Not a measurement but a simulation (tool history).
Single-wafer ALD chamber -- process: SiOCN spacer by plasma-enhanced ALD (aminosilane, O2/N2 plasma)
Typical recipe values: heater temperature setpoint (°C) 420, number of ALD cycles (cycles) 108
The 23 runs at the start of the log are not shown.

| run | hour | heater temperature setpoint (°C) | number of ALD cycles (cycles) | read-back reference wafer on the same gauge, thickness_nm | mean film thickness on the monitor wafer (nm) |
|---|---|---|---|---|---|
| 24 | 314.3 | 420 | 108 | 5.684 | 5.740 |
| 25 | 326.9 | 406 | 114 | 5.674 | 6.355 |
| 26 | 344.4 | 424 | 108 | 5.672 | 5.663 |
| 27 | 355.2 | 420 | 98 | 5.667 | 5.187 |
| 28 | 365.1 | 420 | 108 | 5.661 | 5.732 |
|  | 379.2 | thermocouple changed; heater temperature recalibrated |
| 29 | 379.7 | 420 | 108 | 5.657 | 5.701 |
| 30 | 388.9 | 425 | 120 | 5.654 | 6.217 |
| 31 | 400.8 | 406 | 87 | 5.650 | 4.823 |
| 32 | 450.2 | 424 | 101 | 5.642 | 5.237 |
| 33 | 456.3 | 432 | 125 | 5.636 | 6.306 |
| 34 | 474.1 | 420 | 127 | 5.636 | 6.688 |
| 35 | 483.4 | 420 | 108 | 5.638 | 5.703 |
| 36 | 496.7 | 426 | 118 | 5.632 | 6.077 |
| 37 | 510.9 | 416 | 108 | 5.632 | 5.781 |
| 38 | 527.2 | 420 | 108 | 5.625 | 5.691 |
| 39 | 535.6 | 426 | 126 | 5.626 | 6.470 |
| 40 | 546.8 | 430 | 129 | 5.626 | 6.534 |
| 41 | 556.0 | 428 | 98 | 5.630 | 4.986 |
| 42 | 562.9 | 425 | 120 | 5.619 | 6.177 |
| 43 | 571.9 | 433 | 95 | 5.629 | 4.732 |
| 44 | 581.5 | 420 | 108 | 5.618 | 5.686 |
| 45 | 594.9 | 420 | 108 | 5.626 | 5.692 |
| 46 | 612.1 | 431 | 100 | 5.618 | 5.059 |
| 47 | 622.6 | 425 | 115 | 5.620 | 5.941 |
| 48 | 630.1 | 420 | 119 | 5.614 | 6.244 |

Below are 3 alternative next runs, each starting from the tool's condition after run 48. Predict each:
| A | 630.7 | 420 | 121 | ? | ? |
| B | 630.7 | 427 | 95 | ? | ? |
| C | 630.7 | 409 | 117 | ? | ? |

| run | read-back reference wafer on the same gauge, thickness_nm | mean film thickness on the monitor wafer (nm) |
|---|---|---|
| A | 5.617 | 6.347 |
| B | 5.617 | 4.857 |
| C | 5.617 | 6.382 |
Had the tool no hidden state, the same runs would have come out as:
| run | mean film thickness on the monitor wafer (nm) |
|---|---|
| A | 6.442 |
| B | 4.929 |
| C | 6.478 |

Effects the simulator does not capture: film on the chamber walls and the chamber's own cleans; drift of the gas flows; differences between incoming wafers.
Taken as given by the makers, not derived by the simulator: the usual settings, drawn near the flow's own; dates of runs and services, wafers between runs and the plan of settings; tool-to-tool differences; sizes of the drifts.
